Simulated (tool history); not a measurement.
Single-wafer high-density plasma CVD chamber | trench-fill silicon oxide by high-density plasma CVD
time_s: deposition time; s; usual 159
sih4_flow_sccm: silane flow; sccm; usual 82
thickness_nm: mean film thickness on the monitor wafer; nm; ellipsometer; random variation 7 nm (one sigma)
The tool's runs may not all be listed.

run,hour,time_s,sih4_flow_sccm,wafers since the last listed run,hours since the silane flow controller was replaced,hours since the gauge calibration,"read-back reference wafer on the same gauge, thickness_nm",thickness_nm
1,0,159,75,0,1082.8,32.1,1630.028,1274.435
2,18.3,159,75,184,1101.1,50.4,1628.439,1278.335
3,46.5,159,82,283,1129.3,78.6,1628.205,1391.45
4,63.9,159,82,175,1146.7,96,1629.731,1398.393
5,94.5,147,82,307,1177.3,126.6,1630.038,1284.124
6,118.6,147,82,242,1201.4,150.7,1630.72,1276.507
7,154.2,159,82,358,1237,186.3,1630.43,1378.104
8,243.9,159,82,902,1326.7,276,1631.31,1387.451
9,257.3,159,82,134,1340.1,289.4,1629.217,1362.512
10,279.9,159,82,227,1362.7,312,1628.682,1372.024
11,303,159,82,232,1385.8,335.1,1629.763,1380.948
12,321.8,159,82,189,1404.6,353.9,1629.603,1374.787
13,350.8,159,82,291,1433.6,382.9,1630.384,1375.746
# hour 368.4: silane flow controller replaced
14,375.8,180,82,171,7.4,407.9,1629.656,1485.967
15,405.5,159,82,298,37.1,437.6,1628.981,1320.982
16,441.1,147,82,358,72.7,473.2,1629.804,1217.718
17,468.9,182,82,279,100.5,501,1630.516,1505.829
# hour 495.1: gauge calibrated
18,498.5,185,82,297,130.1,3.4,1628.414,1514.26
19,532.4,151,94,341,164,37.3,1631.628,1418.165
# hour 540.4: silane flow controller replaced, repeated, since the last time left the tool worse
20,546.6,130,70,62,6.2,51.5,1628.304,987.403
21,561.2,159,92,146,20.8,66.1,1628.961,1601.729
22,594.1,149,96,331,53.7,99,1630.502,1570.75
23,621.8,142,91,278,81.4,126.7,1628.679,1418.138
24,654.3,159,82,327,113.9,159.2,1628.522,1428.677
25,676.4,143,73,222,136,181.3,1630.309,1129.278
26,693.9,183,94,176,153.5,198.8,1631.17,1862.713

How the hidden state differs across the entries between the runs, from the last listed run before each to the first after it:
Between runs 13 and 14: silane flow controller replaced (hour 368.4)
  delivered silane flow above the setpoint (%): -3.55 -> -7.76
  measured less the result without the state, thickness_nm: -50.7 -> -124.992 nm
Between runs 17 and 18: gauge calibrated (hour 495.1)
  delivered silane flow above the setpoint (%): -7.77 -> -7.78
  measured less the result without the state, thickness_nm: -126.92 -> -127.808 nm
Between runs 19 and 20: silane flow controller replaced, repeated, since the last time left the tool worse (hour 540.4)
  delivered silane flow above the setpoint (%): -7.8 -> 0.0526
  measured less the result without the state, thickness_nm: -119.939 -> +0.519 nm

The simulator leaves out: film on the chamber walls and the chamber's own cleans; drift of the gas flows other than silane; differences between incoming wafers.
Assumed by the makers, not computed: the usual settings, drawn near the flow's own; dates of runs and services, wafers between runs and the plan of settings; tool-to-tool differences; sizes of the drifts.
